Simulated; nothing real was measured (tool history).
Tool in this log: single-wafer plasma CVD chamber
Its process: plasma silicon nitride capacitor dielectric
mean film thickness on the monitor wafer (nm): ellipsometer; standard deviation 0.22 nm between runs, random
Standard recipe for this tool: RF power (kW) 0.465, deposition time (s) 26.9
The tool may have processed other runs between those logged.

| run | hour | RF power (kW) | deposition time (s) | wafers since the last listed run | hours since the last RF generator calibration | hours since the showerhead was replaced | hours since the gauge calibration | read-back reference wafer on the same gauge, thickness_nm | mean film thickness on the monitor wafer (nm) |
|---|---|---|---|---|---|---|---|---|---|
| 1 | 0 | 0.465 | 26.9 | 0 | 437.4 | 4873.5 | 2027.2 | 43.339 | 39.963 |
| 2 | 46.9 | 0.465 | 26.9 | 1020 | 484.3 | 4920.4 | 2074.1 | 43.344 | 40.384 |
| 3 | 87.3 | 0.465 | 26.9 | 878 | 524.7 | 4960.8 | 2114.5 | 43.31 | 40.111 |
| 4 | 159.4 | 0.465 | 26.9 | 1568 | 596.8 | 5032.9 | 2186.6 | 43.237 | 39.917 |
| 5 | 461.2 | 0.465 | 26.9 | 6565 | 898.6 | 5334.7 | 2488.4 | 43.047 | 39.424 |
|  | 480.5 | RF generator calibrated |
| 6 | 543.4 | 0.485 | 31.1 | 1614 | 62.9 | 5416.9 | 2570.6 | 43.003 | 46.302 |
| 7 | 629 | 0.485 | 31.1 | 1862 | 148.5 | 5502.5 | 2656.2 | 42.876 | 45.958 |
| 8 | 678.5 | 0.44 | 26.9 | 1076 | 198 | 5552 | 2705.7 | 42.854 | 38.871 |
| 9 | 767.8 | 0.44 | 26.9 | 1942 | 287.3 | 5641.3 | 2795 | 42.678 | 38.794 |
| 10 | 863 | 0.44 | 26.9 | 2071 | 382.5 | 5736.5 | 2890.2 | 42.587 | 38.788 |
| 11 | 949.9 | 0.465 | 26.9 | 1890 | 469.4 | 5823.4 | 2977.1 | 42.614 | 38.836 |
| 12 | 1010.9 | 0.465 | 26.9 | 1327 | 530.4 | 5884.4 | 3038.1 | 42.359 | 39.36 |
|  | 1034.8 | gauge calibrated |
| 13 | 1113.6 | 0.465 | 30.3 | 2234 | 633.1 | 5987.1 | 78.8 | 43.559 | 45.263 |
| 14 | 1178.6 | 0.465 | 26.9 | 1414 | 698.1 | 6052.1 | 143.8 | 43.646 | 40.141 |
| 15 | 1216.8 | 0.465 | 26.9 | 831 | 736.3 | 6090.3 | 182 | 43.606 | 40.112 |
| 16 | 1253 | 0.465 | 26.9 | 787 | 772.5 | 6126.5 | 218.2 | 43.599 | 40.307 |
|  | 1315.9 | showerhead replaced |
| 17 | 1340.4 | 0.465 | 24.3 | 1727 | 859.9 | 24.5 | 305.6 | 43.423 | 36.36 |
|  | 1354.7 | RF generator calibrated |
| 18 | 1405.9 | 0.465 | 24.3 | 1250 | 51.2 | 90 | 371.1 | 43.542 | 36.446 |
| 19 | 1461.3 | 0.465 | 26.9 | 1205 | 106.6 | 145.4 | 426.5 | 43.514 | 40.202 |
| 20 | 1532.9 | 0.465 | 26.9 | 1557 | 178.2 | 217 | 498.1 | 43.533 | 40.384 |
| 21 | 1621.4 | 0.465 | 26.9 | 1925 | 266.7 | 305.5 | 586.6 | 43.505 | 40.248 |
| 22 | 1718.6 | 0.435 | 32 | 2114 | 363.9 | 402.7 | 683.8 | 43.39 | 47.122 |
| 23 | 1767.7 | 0.41 | 26.9 | 1068 | 413 | 451.8 | 732.9 | 43.442 | 39.601 |
| 24 | 1825.9 | 0.465 | 24.7 | 1266 | 471.2 | 510 | 791.1 | 43.475 | 37.151 |
| 25 | 1921.2 | 0.465 | 24.7 | 2073 | 566.5 | 605.3 | 886.4 | 43.426 | 36.941 |
| 26 | 2010 | 0.465 | 29.6 | 1931 | 655.3 | 694.1 | 975.2 | 43.365 | 43.908 |
| 27 | 2074 | 0.5 | 26.9 | 1392 | 719.3 | 758.1 | 1039.2 | 43.385 | 40.826 |
| 28 | 2131.7 | 0.55 | 30.6 | 1255 | 777 | 815.8 | 1096.9 | 43.296 | 46.634 |
| 29 | 2173.8 | 0.38 | 28.5 | 915 | 819.1 | 857.9 | 1139 | 43.372 | 41.449 |
| 30 | 2230.7 | 0.465 | 22.4 | 1237 | 876 | 914.8 | 1195.9 | 43.389 | 33.332 |
| 31 | 2285.2 | 0.465 | 26.9 | 1185 | 930.5 | 969.3 | 1250.4 | 43.196 | 39.64 |
| 32 | 2322.3 | 0.465 | 26.9 | 807 | 967.6 | 1006.4 | 1287.5 | 43.188 | 39.763 |
|  | 2338.6 | RF generator calibrated |
| 33 | 2418.3 | 0.465 | 29.1 | 1914 | 79.7 | 1102.4 | 1383.5 | 43.248 | 43.25 |
| 34 | 2514.3 | 0.465 | 26.9 | 2088 | 175.7 | 1198.4 | 1479.5 | 43.146 | 39.762 |
| 35 | 2563.9 | 0.375 | 25.1 | 1079 | 225.3 | 1248 | 1529.1 | 43.134 | 36.152 |
| 36 | 2727.9 | 0.41 | 29.4 | 3567 | 389.3 | 1412 | 1693.1 | 42.971 | 42.762 |
| 37 | 2832.8 | 0.545 | 31.5 | 2282 | 494.2 | 1516.9 | 1798 | 43.086 | 47.684 |
| 38 | 2918.4 | 0.465 | 23.3 | 1862 | 579.8 | 1602.5 | 1883.6 | 42.768 | 34.517 |
| 39 | 2993.5 | 0.385 | 23.6 | 1633 | 654.9 | 1677.6 | 1958.7 | 42.83 | 33.543 |
| 40 | 3052.2 | 0.385 | 29.5 | 1277 | 713.6 | 1736.3 | 2017.4 | 42.757 | 42.037 |
|  | 3143.4 | RF generator calibrated |
| 41 | 3144.2 | 0.375 | 23.7 | 1827 | 0.8 | 1828.3 | 2109.4 | 42.798 | 33.873 |
| 42 | 3188.4 | 0.55 | 26.9 | 961 | 45 | 1872.5 | 2153.6 | 42.741 | 40.993 |
| 43 | 3275.7 | 0.425 | 30.8 | 1899 | 132.3 | 1959.8 | 2240.9 | 42.674 | 44.559 |

Entry by entry between the runs, the difference in hidden state between the last listed run before and the first listed run after:
Run 5 -> run 6: RF generator calibrated (hour 480.5)
  gauge reads high (%): -2.03 -> -2.21
  measured value less the no-hidden-state value, mean film thickness on the monitor wafer (nm): -0.818 -> -1.048
Run 12 -> run 13: gauge calibrated (hour 1034.8)
  gauge reads high (%): -3.34 -> -0.74
  measured value less the no-hidden-state value, mean film thickness on the monitor wafer (nm): -1.361 -> -0.338
Run 16 -> run 17: showerhead replaced (hour 1315.9)
  gauge reads high (%): -0.758 -> -0.778
  measured value less the no-hidden-state value, mean film thickness on the monitor wafer (nm): -0.308 -> -0.285
Run 17 -> run 18: RF generator calibrated (hour 1354.7)
  gauge reads high (%): -0.778 -> -0.797
  measured value less the no-hidden-state value, mean film thickness on the monitor wafer (nm): -0.285 -> -0.293
Run 32 -> run 33: RF generator calibrated (hour 2338.6)
  gauge reads high (%): -1.45 -> -1.56
  measured value less the no-hidden-state value, mean film thickness on the monitor wafer (nm): -0.586 -> -0.687
Run 40 -> run 41: RF generator calibrated (hour 3143.4)
  gauge reads high (%): -2.49 -> -2.65
  measured value less the no-hidden-state value, mean film thickness on the monitor wafer (nm): -1.074 -> -0.923

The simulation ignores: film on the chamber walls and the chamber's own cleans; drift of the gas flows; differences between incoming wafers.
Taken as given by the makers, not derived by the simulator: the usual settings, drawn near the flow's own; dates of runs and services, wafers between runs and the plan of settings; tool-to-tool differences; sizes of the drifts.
